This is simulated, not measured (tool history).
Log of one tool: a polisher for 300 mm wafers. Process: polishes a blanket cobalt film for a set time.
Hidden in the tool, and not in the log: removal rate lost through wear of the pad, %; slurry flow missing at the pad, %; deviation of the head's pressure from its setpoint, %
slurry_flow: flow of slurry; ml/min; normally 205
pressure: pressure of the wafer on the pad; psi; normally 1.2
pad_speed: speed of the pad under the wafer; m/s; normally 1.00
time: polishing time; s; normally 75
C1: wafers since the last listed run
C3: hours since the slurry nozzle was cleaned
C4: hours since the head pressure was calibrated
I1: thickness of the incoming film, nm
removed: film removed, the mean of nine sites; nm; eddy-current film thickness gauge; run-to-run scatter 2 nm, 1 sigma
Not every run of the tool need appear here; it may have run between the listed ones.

{"run": 1, "hour": 0.0, "slurry_flow": 180, "pressure": 1.2, "pad_speed": 1.0, "time": 75, "C1": 0, "wafers polished on this pad": 934, "C3": 629.1, "C4": 698.0, "I1": 1498.1, "removed": 247.7}
{"run": 2, "hour": 27.2, "slurry_flow": 180, "pressure": 1.2, "pad_speed": 1.0, "time": 75, "C1": 215, "wafers polished on this pad": 1149, "C3": 656.3, "C4": 725.2, "I1": 1451.2, "removed": 245.7}
{"hour": 42.3, "done": "slurry nozzle cleaned"}
{"run": 3, "hour": 76.6, "slurry_flow": 205, "pressure": 1.2, "pad_speed": 1.0, "time": 82, "C1": 382, "wafers polished on this pad": 1532, "C3": 34.3, "C4": 774.6, "I1": 1464.7, "removed": 261.8}
{"run": 4, "hour": 109.7, "slurry_flow": 205, "pressure": 1.2, "pad_speed": 1.0, "time": 82, "C1": 261, "wafers polished on this pad": 1794, "C3": 67.4, "C4": 807.7, "I1": 1447.0, "removed": 256.5}
{"run": 5, "hour": 147.4, "slurry_flow": 205, "pressure": 1.2, "pad_speed": 1.0, "time": 82, "C1": 298, "wafers polished on this pad": 2092, "C3": 105.1, "C4": 845.4, "I1": 1475.3, "removed": 251.9}
{"hour": 156.8, "done": "head pressure recalibrated"}
{"run": 6, "hour": 201.7, "slurry_flow": 205, "pressure": 1.2, "pad_speed": 1.0, "time": 75, "C1": 413, "wafers polished on this pad": 2506, "C3": 159.4, "C4": 44.9, "I1": 1460.4, "removed": 228.1}
{"run": 7, "hour": 228.0, "slurry_flow": 205, "pressure": 1.2, "pad_speed": 1.0, "time": 75, "C1": 208, "wafers polished on this pad": 2714, "C3": 185.7, "C4": 71.2, "I1": 1483.2, "removed": 230.2}
{"run": 8, "hour": 273.5, "slurry_flow": 205, "pressure": 1.2, "pad_speed": 1.0, "time": 75, "C1": 359, "wafers polished on this pad": 3074, "C3": 231.2, "C4": 116.7, "I1": 1475.3, "removed": 224.4}
{"run": 9, "hour": 300.9, "slurry_flow": 205, "pressure": 1.2, "pad_speed": 1.0, "time": 75, "C1": 216, "wafers polished on this pad": 3290, "C3": 258.6, "C4": 144.1, "I1": 1462.4, "removed": 226.5}
{"hour": 317.9, "done": "worn pad replaced by a new one"}
{"hour": 347.8, "done": "slurry nozzle cleaned, repeated, since the last time left the tool worse"}
{"run": 10, "hour": 362.2, "slurry_flow": 205, "pressure": 1.2, "pad_speed": 1.0, "time": 75, "C1": 445, "wafers polished on this pad": 342, "C3": 14.4, "C4": 205.4, "I1": 1486.0, "removed": 255.8}
{"run": 11, "hour": 430.3, "slurry_flow": 205, "pressure": 1.2, "pad_speed": 1.0, "time": 75, "C1": 538, "wafers polished on this pad": 881, "C3": 82.5, "C4": 273.5, "I1": 1480.7, "removed": 253.2}
{"run": 12, "hour": 498.9, "slurry_flow": 205, "pressure": 1.2, "pad_speed": 1.0, "time": 75, "C1": 542, "wafers polished on this pad": 1423, "C3": 151.1, "C4": 342.1, "I1": 1488.0, "removed": 254.3}
{"run": 13, "hour": 525.1, "slurry_flow": 205, "pressure": 1.2, "pad_speed": 1.0, "time": 75, "C1": 207, "wafers polished on this pad": 1631, "C3": 177.3, "C4": 368.3, "I1": 1466.8, "removed": 254.0}
{"run": 14, "hour": 565.1, "slurry_flow": 205, "pressure": 1.2, "pad_speed": 1.0, "time": 75, "C1": 316, "wafers polished on this pad": 1947, "C3": 217.3, "C4": 408.3, "I1": 1500.4, "removed": 256.1}
{"run": 15, "hour": 613.7, "slurry_flow": 205, "pressure": 1.2, "pad_speed": 1.0, "time": 75, "C1": 384, "wafers polished on this pad": 2332, "C3": 265.9, "C4": 456.9, "I1": 1460.0, "removed": 250.1}
{"run": 16, "hour": 655.3, "slurry_flow": 145, "pressure": 1.1, "pad_speed": 1.12, "time": 53, "C1": 329, "wafers polished on this pad": 2661, "C3": 307.5, "C4": 498.5, "I1": 1509.1, "removed": 177.7}
{"run": 17, "hour": 694.5, "slurry_flow": 205, "pressure": 1.4, "pad_speed": 1.0, "time": 75, "C1": 310, "wafers polished on this pad": 2971, "C3": 346.7, "C4": 537.7, "I1": 1461.4, "removed": 287.0}
{"run": 18, "hour": 743.6, "slurry_flow": 155, "pressure": 1.4, "pad_speed": 1.0, "time": 98, "C1": 388, "wafers polished on this pad": 3359, "C3": 395.8, "C4": 586.8, "I1": 1456.9, "removed": 357.5}
{"hour": 801.7, "done": "worn pad replaced by a new one"}
{"run": 19, "hour": 808.1, "slurry_flow": 150, "pressure": 1.5, "pad_speed": 0.9, "time": 75, "C1": 478, "wafers polished on this pad": 50, "C3": 460.3, "C4": 651.3, "I1": 1481.1, "removed": 259.7}
{"run": 20, "hour": 844.3, "slurry_flow": 205, "pressure": 1.2, "pad_speed": 0.76, "time": 75, "C1": 286, "wafers polished on this pad": 336, "C3": 496.5, "C4": 687.5, "I1": 1479.2, "removed": 190.4}
{"run": 21, "hour": 868.9, "slurry_flow": 250, "pressure": 1.4, "pad_speed": 1.0, "time": 75, "C1": 194, "wafers polished on this pad": 531, "C3": 521.1, "C4": 712.1, "I1": 1502.0, "removed": 294.3}
{"hour": 887.1, "done": "head pressure recalibrated"}
{"run": 22, "hour": 920.9, "slurry_flow": 260, "pressure": 0.8, "pad_speed": 0.8, "time": 84, "C1": 395, "wafers polished on this pad": 926, "C3": 573.1, "C4": 33.8, "I1": 1501.1, "removed": 167.3}
{"run": 23, "hour": 959.3, "slurry_flow": 205, "pressure": 1.2, "pad_speed": 1.0, "time": 75, "C1": 303, "wafers polished on this pad": 1230, "C3": 611.5, "C4": 72.2, "I1": 1458.6, "removed": 251.6}
{"run": 24, "hour": 985.4, "slurry_flow": 140, "pressure": 1.2, "pad_speed": 1.0, "time": 50, "C1": 206, "wafers polished on this pad": 1437, "C3": 637.6, "C4": 98.3, "I1": 1468.8, "removed": 153.6}
{"hour": 1090.3, "done": "slurry nozzle cleaned"}
{"run": 25, "hour": 1151.4, "slurry_flow": 245, "pressure": 1.2, "pad_speed": 1.0, "time": 75, "C1": 1305, "wafers polished on this pad": 2742, "C3": 61.1, "C4": 264.3, "I1": 1483.6, "removed": 265.7}
{"hour": 1236.2, "done": "worn pad replaced by a new one"}
{"run": 26, "hour": 1261.2, "slurry_flow": 155, "pressure": 1.2, "pad_speed": 1.0, "time": 52, "C1": 836, "wafers polished on this pad": 197, "C3": 170.9, "C4": 374.1, "I1": 1464.3, "removed": 169.4}
{"run": 27, "hour": 1300.9, "slurry_flow": 160, "pressure": 1.2, "pad_speed": 1.16, "time": 75, "C1": 314, "wafers polished on this pad": 511, "C3": 210.6, "C4": 413.8, "I1": 1481.4, "removed": 280.5}
{"run": 28, "hour": 1349.3, "slurry_flow": 205, "pressure": 1.2, "pad_speed": 1.0, "time": 75, "C1": 382, "wafers polished on this pad": 894, "C3": 259.0, "C4": 462.2, "I1": 1467.6, "removed": 252.9}
{"run": 29, "hour": 1415.7, "slurry_flow": 205, "pressure": 1.2, "pad_speed": 0.88, "time": 92, "C1": 525, "wafers polished on this pad": 1419, "C3": 325.4, "C4": 528.6, "I1": 1469.0, "removed": 276.1}
{"run": 30, "hour": 1478.6, "slurry_flow": 205, "pressure": 1.2, "pad_speed": 1.0, "time": 75, "C1": 497, "wafers polished on this pad": 1917, "C3": 388.3, "C4": 591.5, "I1": 1465.4, "removed": 250.6}
{"run": 31, "hour": 1516.2, "slurry_flow": 205, "pressure": 1.2, "pad_speed": 0.88, "time": 92, "C1": 297, "wafers polished on this pad": 2214, "C3": 425.9, "C4": 629.1, "I1": 1469.3, "removed": 268.8}
{"run": 32, "hour": 1563.1, "slurry_flow": 175, "pressure": 1.2, "pad_speed": 1.0, "time": 99, "C1": 370, "wafers polished on this pad": 2585, "C3": 472.8, "C4": 676.0, "I1": 1505.7, "removed": 325.8}
{"hour": 1673.4, "done": "slurry nozzle cleaned"}
{"run": 33, "hour": 1720.4, "slurry_flow": 205, "pressure": 1.6, "pad_speed": 1.14, "time": 75, "C1": 1236, "wafers polished on this pad": 3822, "C3": 47.0, "C4": 833.3, "I1": 1476.1, "removed": 382.8}
{"hour": 1764.0, "done": "worn pad replaced by a new one"}
{"run": 34, "hour": 1764.5, "slurry_flow": 205, "pressure": 1.2, "pad_speed": 1.0, "time": 98, "C1": 317, "wafers polished on this pad": 4, "C3": 91.1, "C4": 877.4, "I1": 1458.0, "removed": 337.7}
{"run": 35, "hour": 1807.2, "slurry_flow": 205, "pressure": 0.8, "pad_speed": 1.0, "time": 75, "C1": 337, "wafers polished on this pad": 342, "C3": 133.8, "C4": 920.1, "I1": 1478.3, "removed": 180.0}
{"hour": 1817.1, "done": "head pressure recalibrated"}
{"run": 36, "hour": 1876.9, "slurry_flow": 205, "pressure": 1.2, "pad_speed": 1.0, "time": 75, "C1": 535, "wafers polished on this pad": 877, "C3": 203.5, "C4": 59.8, "I1": 1511.5, "removed": 254.0}

What the log doesn't show, run by run:
removal rate lost through wear of the pad, %: 0 across all the runs
deviation of the head's pressure from its setpoint, %: 0 across all the runs
H1: slurry flow missing at the pad, %
run=1 H1=20.6
run=2 H1=21.5
run=3 H1=43.6
run=4 H1=44.7
run=5 H1=45.9
run=6 H1=47.6
run=7 H1=48.5
run=8 H1=50
run=9 H1=50.9
run=10 H1=3.49
run=11 H1=5.71
run=12 H1=7.94
run=13 H1=8.79
run=14 H1=10.1
run=15 H1=11.7
run=16 H1=13
run=17 H1=14.3
run=18 H1=15.9
run=19 H1=18
run=20 H1=19.2
run=21 H1=20
run=22 H1=21.7
run=23 H1=22.9
run=24 H1=23.8
run=25 H1=4.73
run=26 H1=8.3
run=27 H1=9.59
run=28 H1=11.2
run=29 H1=13.3
run=30 H1=15.4
run=31 H1=16.6
run=32 H1=18.1
run=33 H1=4.02
run=34 H1=5.46
run=35 H1=6.85
run=36 H1=9.11
